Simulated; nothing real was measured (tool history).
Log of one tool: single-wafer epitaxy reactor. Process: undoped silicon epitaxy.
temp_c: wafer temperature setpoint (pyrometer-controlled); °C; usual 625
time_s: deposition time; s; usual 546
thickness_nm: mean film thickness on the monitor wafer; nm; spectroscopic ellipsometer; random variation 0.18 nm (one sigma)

run	day	temp_c	time_s	read-back reference wafer on the same gauge, thickness_nm	thickness_nm
1	0.000	625	546	60.511	55.435
2	0.729	625	546	60.490	55.854
3	1.029	625	546	60.513	55.417
4	1.700	632	618	60.527	75.662
5	2.342	632	618	60.502	75.535
6	2.754	632	618	60.469	76.072
7	3.079	625	494	60.527	50.227
8	3.796	625	546	60.516	55.577
9	4.529	625	546	60.462	55.569
10	5.096	625	546	60.471	55.739
11	5.346	625	546	60.498	55.549
12	5.871	625	546	60.523	55.822
13	6.588	625	546	60.505	55.233
14	7.317	625	465	60.529	47.282
15	7.883	625	465	60.497	47.482
16	8.621	625	465	60.525	47.468
17	9.125	625	546	60.499	55.733
18	9.708	625	546	60.532	55.999
19	10.375	633	546	60.531	68.303
20	10.967	633	546	60.492	68.083
21	11.292	630	578	60.506	66.987
22	11.604	630	578	60.520	66.922
23	11.933	630	578	60.513	67.092
24	12.658	618	453	60.515	38.463
25	12.962	625	546	60.446	55.647
26	13.496	617	469	60.490	38.626
27	13.938	615	481	60.499	37.557
28	14.529	630	578	60.517	66.451
29	15.200	629	580	60.483	65.570
30	15.842	638	468	60.517	67.044
31	17.854	639	598	60.515	87.560
32	18.367	612	585	60.527	42.123
33	18.812	615	651	60.514	50.873
34	19.150	613	476	60.482	35.020
35	19.496	630	578	60.508	66.779
36	19.788	625	546	60.469	55.417
37	20.371	625	546	60.510	55.427
38	20.892	625	546	60.499	55.476
39	21.612	637	454	60.475	63.278
40	22.238	615	546	60.520	42.674
41	22.662	620	546	60.540	48.873
42	23.004	634	599	60.519	77.084
43	23.558	625	628	60.472	64.164
44	24.133	615	612	60.470	47.826
45	24.683	625	546	60.527	56.022
46	24.950	625	546	60.475	55.341
47	25.229	631	594	60.513	70.757

Taken out of this log: 2 entries between the listed runs. Where each belongs, and how the hidden state differs across it:
Between runs 30 and 31: pyrometer calibrated (day 16.992)
  no hidden state differs between the two runs
Between runs 32 and 33: gauge calibrated (day 18.771)
  no hidden state differs between the two runs
